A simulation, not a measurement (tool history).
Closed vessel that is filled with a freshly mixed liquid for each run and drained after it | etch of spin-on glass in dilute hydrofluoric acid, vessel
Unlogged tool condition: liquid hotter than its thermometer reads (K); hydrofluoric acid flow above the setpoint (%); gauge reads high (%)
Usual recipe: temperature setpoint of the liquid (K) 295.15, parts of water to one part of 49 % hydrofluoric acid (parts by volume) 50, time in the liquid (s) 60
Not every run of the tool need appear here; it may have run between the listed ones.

run	hour	temperature setpoint of the liquid (K)	parts of water to one part of 49 % hydrofluoric acid (parts by volume)	time in the liquid (s)	wafers since the last listed run	hours since the thermometer was replaced	hours since the hydrofluoric acid flow meter was replaced	hours since the gauge calibration	read-back film thickness of the spin-on glass reference wafer, read on the same gauge (nm)	thickness taken off the spin-on glass on a monitor wafer (nm)
1	0	295.15	50	60	0	2658.4	1154.8	604.8	70.01	31.42
2	17.4	295.15	50	60	1269	2675.8	1172.2	622.2	70.02	31.63
3	42.7	295.15	35	60	1845	2701.1	1197.5	647.5	69.97	45.98
4	71.9	295.15	35	60	2130	2730.3	1226.7	676.7	69.97	45.85
5	107.2	295.15	35	60	2575	2765.6	1262	712	70.02	46.03
6	135.3	295.15	50	60	2050	2793.7	1290.1	740.1	69.98	31.56
7	155.5	295.15	50	60	1473	2813.9	1310.3	760.3	70	31.65
8	173.5	295.15	50	60	1313	2831.9	1328.3	778.3	70	31.66
9	196.7	295.15	50	60	1692	2855.1	1351.5	801.5	70	31.74
10	229.7	295.15	50	90	2407	2888.1	1384.5	834.5	70	47.26
11	250.8	295.15	50	90	1539	2909.2	1405.6	855.6	70.03	47.58
12	269.9	295.15	50	90	1393	2928.3	1424.7	874.7	70.02	47.23
# hour 280: gauge calibrated
13	304.9	295.15	50	60	2553	2963.3	1459.7	24.9	69.99	31.63
14	329.6	295.15	50	60	1802	2988	1484.4	49.6	70.01	31.6
# hour 336: thermometer replaced
15	342.7	295.15	50	60	882	6.7	1497.5	62.7	70	31.75
16	356.5	295.15	50	60	1006	20.5	1511.3	76.5	69.99	31.68
17	381.5	299.15	25	75	1823	45.5	1536.3	101.5	70.01	95.89
18	417.2	298.15	30	75	2604	81.2	1572	137.2	70	76.85
19	451.7	291.65	50	30	2516	115.7	1606.5	171.7	70.01	13.66
# hour 469.3: hydrofluoric acid flow meter replaced
20	473.8	295.15	35	60	1539	137.8	4.5	193.8	69.99	46.07
21	488.3	295.15	65	40	1057	152.3	19	208.3	70.05	15.85
22	501	290.65	35	80	926	165	31.7	221	70.02	50.45
23	536.6	297.15	35	35	2597	200.6	67.3	256.6	70.01	29.38
24	549.5	290.65	50	95	941	213.5	80.2	269.5	69.99	41.3
25	561.8	291.65	70	60	897	225.8	92.5	281.8	69.99	18.99
26	576.3	299.15	50	80	1057	240.3	107	296.3	70.03	49.34
27	602.3	298.65	45	85	1896	266.3	133	322.3	70.03	58.15
28	637.6	298.65	50	60	2575	301.6	168.3	357.6	70	36.28
29	661.6	295.15	50	60	1750	325.6	192.3	381.6	69.97	31.6
30	682.3	290.15	50	75	1510	346.3	213	402.3	70	31.72

Each row is a separate what-if for the run after 30, all from the same tool condition, not one after another. Results?
A	683	295.15	50	60	51	347	213.7	403	?	?
B	683	298.15	30	30	51	347	213.7	403	?	?
C	683	295.15	50	70	51	347	213.7	403	?	?
D	683	290.15	60	60	51	347	213.7	403	?	?

run	read-back film thickness of the spin-on glass reference wafer, read on the same gauge (nm)	thickness taken off the spin-on glass on a monitor wafer (nm)
A	70.01	31.52
B	70.01	30.56
C	70.01	36.77
D	70.01	20.99
The same runs, with their run-to-run variation unchanged, on a tool lacking any hidden condition would have given:
run	thickness taken off the spin-on glass on a monitor wafer (nm)
A	31.52
B	30.56
C	36.77
D	20.99
